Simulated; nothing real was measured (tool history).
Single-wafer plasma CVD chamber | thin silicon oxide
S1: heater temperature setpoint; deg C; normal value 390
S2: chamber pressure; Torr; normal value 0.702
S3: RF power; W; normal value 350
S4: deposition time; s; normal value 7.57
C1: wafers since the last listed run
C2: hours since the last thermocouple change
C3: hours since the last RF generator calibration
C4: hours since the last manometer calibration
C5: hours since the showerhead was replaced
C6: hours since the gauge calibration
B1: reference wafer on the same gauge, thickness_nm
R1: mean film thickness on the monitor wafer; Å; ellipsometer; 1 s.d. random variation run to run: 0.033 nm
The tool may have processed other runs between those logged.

run	hour	S1	S2	S3	S4	C1	C2	C3	C4	C5	C6	B1	R1
1	0.0	390	0.646	350	7.57	0	320.8	830.4	1400.0	7568.1	1658.8	12.961	108.39
2	99.0	390	0.646	350	7.57	1582	419.8	929.4	1499.0	7667.1	1757.8	12.946	107.90
3	156.3	390	0.646	350	7.57	916	477.1	986.7	1556.3	7724.4	1815.1	12.941	108.65
# hour 222.7: gauge calibrated
4	251.2	390	0.702	350	7.57	1517	572.0	1081.6	1651.2	7819.3	28.5	13.210	119.77
# hour 305.5: capacitance manometer re-zeroed and calibrated
5	350.6	382	0.621	350	7.57	1461	671.4	1181.0	45.1	7918.7	127.9	13.183	106.42
6	435.6	382	0.621	350	7.57	1359	756.4	1266.0	130.1	8003.7	212.9	13.177	106.43
# hour 471.9: showerhead replaced
7	500.7	382	0.621	350	7.57	912	821.5	1331.1	195.2	28.8	278.0	13.162	105.67
# hour 556.0: RF generator calibrated
8	556.5	390	0.702	375	7.57	764	877.3	0.5	251.0	84.6	333.8	13.149	123.53
9	596.9	390	0.702	375	7.57	645	917.7	40.9	291.4	125.0	374.2	13.134	123.22
10	650.6	390	0.702	310	7.57	858	971.4	94.6	345.1	178.7	427.9	13.128	111.98
11	751.7	376	0.547	380	7.57	1616	1072.5	195.7	446.2	279.8	529.0	13.101	97.05
12	814.7	379	0.702	350	7.57	1007	1135.5	258.7	509.2	342.8	592.0	13.093	119.97
13	889.3	390	0.581	300	7.57	1192	1210.1	333.3	583.8	417.4	666.6	13.092	89.86
14	967.9	390	0.766	410	8.51	1256	1288.7	411.9	662.4	496.0	745.2	13.064	155.98
15	1006.2	390	0.702	350	7.57	612	1327.0	450.2	700.7	534.3	783.5	13.062	118.80
16	1083.3	390	0.702	350	7.57	1232	1404.1	527.3	777.8	611.4	860.6	13.045	118.65
17	1150.8	396	0.540	380	7.57	1079	1471.6	594.8	845.3	678.9	928.1	13.026	93.70
18	1254.8	390	0.702	350	7.57	1662	1575.6	698.8	949.3	782.9	1032.1	13.020	118.53
# hour 1287.0: thermocouple changed; heater temperature recalibrated
19	1332.0	390	0.702	385	7.57	1106	45.0	776.0	1026.5	860.1	1109.3	12.992	123.20
20	1436.2	390	0.814	350	7.57	1666	149.2	880.2	1130.7	964.3	1213.5	12.977	135.37
21	1487.8	390	0.702	350	7.57	825	200.8	931.8	1182.3	1015.9	1265.1	12.962	116.94
22	1564.4	390	0.702	300	6.26	1224	277.4	1008.4	1258.9	1092.5	1341.7	12.944	89.20
23	1645.2	381	0.702	405	9.08	1291	358.2	1089.2	1339.7	1173.3	1422.5	12.936	151.20
24	1683.4	390	0.848	350	7.57	610	396.4	1127.4	1377.9	1211.5	1460.7	12.925	139.77
25	1740.4	390	0.575	310	7.57	911	453.4	1184.4	1434.9	1268.5	1517.7	12.910	90.13
26	1838.0	386	0.702	290	7.57	1560	551.0	1282.0	1532.5	1366.1	1615.3	12.892	105.52
27	1894.8	390	0.702	350	7.57	908	607.8	1338.8	1589.3	1422.9	1672.1	12.886	116.58

What if the next run were any one of these 5? Each begins from the tool's condition after run 27:
A	1895.2	390	0.702	350	7.57	6	608.2	1339.2	1589.7	1423.3	1672.5	?	?
B	1895.2	404	0.571	370	6.93	6	608.2	1339.2	1589.7	1423.3	1672.5	?	?
C	1895.2	376	0.605	350	7.57	6	608.2	1339.2	1589.7	1423.3	1672.5	?	?
D	1895.2	390	0.838	385	7.57	6	608.2	1339.2	1589.7	1423.3	1672.5	?	?
E	1895.2	390	0.702	350	8.65	6	608.2	1339.2	1589.7	1423.3	1672.5	?	?

run	B1	R1
A	12.885	116.93
B	12.885	88.48
C	12.885	101.79
D	12.885	144.27
E	12.885	133.57
Had the tool no hidden state, the same runs would have come out as:
run	R1
A	120.72
B	91.35
C	105.09
D	148.95
E	137.90
